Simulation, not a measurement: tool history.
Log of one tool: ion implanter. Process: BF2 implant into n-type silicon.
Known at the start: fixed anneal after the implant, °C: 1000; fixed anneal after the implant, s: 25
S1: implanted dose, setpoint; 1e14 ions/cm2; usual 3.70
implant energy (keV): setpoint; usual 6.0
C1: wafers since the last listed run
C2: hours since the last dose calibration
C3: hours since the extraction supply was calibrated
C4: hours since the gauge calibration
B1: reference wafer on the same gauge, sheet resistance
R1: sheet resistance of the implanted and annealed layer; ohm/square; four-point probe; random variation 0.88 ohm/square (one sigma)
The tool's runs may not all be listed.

{"run": 1, "hour": 0.0, "S1": 3.43, "implant energy (keV)": 6.0, "C1": 0, "C2": 612.3, "C3": 4545.2, "C4": 41.8, "B1": 495.27, "R1": 457.15}
{"run": 2, "hour": 8.6, "S1": 3.7, "implant energy (keV)": 6.0, "C1": 126, "C2": 620.9, "C3": 4553.8, "C4": 50.4, "B1": 495.33, "R1": 435.93}
{"run": 3, "hour": 18.6, "S1": 3.7, "implant energy (keV)": 6.0, "C1": 146, "C2": 630.9, "C3": 4563.8, "C4": 60.4, "B1": 495.21, "R1": 438.7}
{"run": 4, "hour": 26.6, "S1": 3.7, "implant energy (keV)": 5.5, "C1": 117, "C2": 638.9, "C3": 4571.8, "C4": 68.4, "B1": 494.98, "R1": 450.76}
{"run": 5, "hour": 37.1, "S1": 2.93, "implant energy (keV)": 6.0, "C1": 153, "C2": 649.4, "C3": 4582.3, "C4": 78.9, "B1": 495.25, "R1": 509.49}
{"run": 6, "hour": 47.6, "S1": 2.93, "implant energy (keV)": 6.0, "C1": 153, "C2": 659.9, "C3": 4592.8, "C4": 89.4, "B1": 495.17, "R1": 509.46}
{"run": 7, "hour": 63.0, "S1": 3.7, "implant energy (keV)": 6.0, "C1": 225, "C2": 675.3, "C3": 4608.2, "C4": 104.8, "B1": 495.17, "R1": 437.78}
{"run": 8, "hour": 74.9, "S1": 3.7, "implant energy (keV)": 6.0, "C1": 174, "C2": 687.2, "C3": 4620.1, "C4": 116.7, "B1": 494.6, "R1": 437.38}
{"run": 9, "hour": 86.0, "S1": 3.7, "implant energy (keV)": 6.0, "C1": 162, "C2": 698.3, "C3": 4631.2, "C4": 127.8, "B1": 494.64, "R1": 438.63}
{"run": 10, "hour": 102.5, "S1": 3.15, "implant energy (keV)": 7.5, "C1": 241, "C2": 714.8, "C3": 4647.7, "C4": 144.3, "B1": 495.19, "R1": 451.75}
{"hour": 102.9, "done": "gauge calibrated"}
{"run": 11, "hour": 116.0, "S1": 4.67, "implant energy (keV)": 5.0, "C1": 197, "C2": 728.3, "C3": 4661.2, "C4": 13.1, "B1": 495.49, "R1": 407.56}
{"hour": 125.1, "done": "Faraday cup replaced and dose calibrated"}
{"run": 12, "hour": 127.9, "S1": 4.67, "implant energy (keV)": 5.0, "C1": 57, "C2": 2.8, "C3": 4673.1, "C4": 25.0, "B1": 495.33, "R1": 393.01}
{"run": 13, "hour": 142.4, "S1": 4.06, "implant energy (keV)": 5.5, "C1": 212, "C2": 17.3, "C3": 4687.6, "C4": 39.5, "B1": 495.07, "R1": 412.39}
{"hour": 153.2, "done": "extraction supply calibrated"}
{"run": 14, "hour": 153.7, "S1": 4.41, "implant energy (keV)": 6.0, "C1": 48, "C2": 28.6, "C3": 0.5, "C4": 50.8, "B1": 494.72, "R1": 379.75}

The next listed run, before its measurement:
{"run": 15, "hour": 167.6, "S1": 3.7, "implant energy (keV)": 6.0, "C1": 203, "C2": 42.5, "C3": 14.4, "C4": 64.7, "B1": "?", "R1": "?"}

B1: 495.26
R1: 423.87 ohm/square
Without the tool's hidden state the same run would have given R1 423.93 ohm/square.
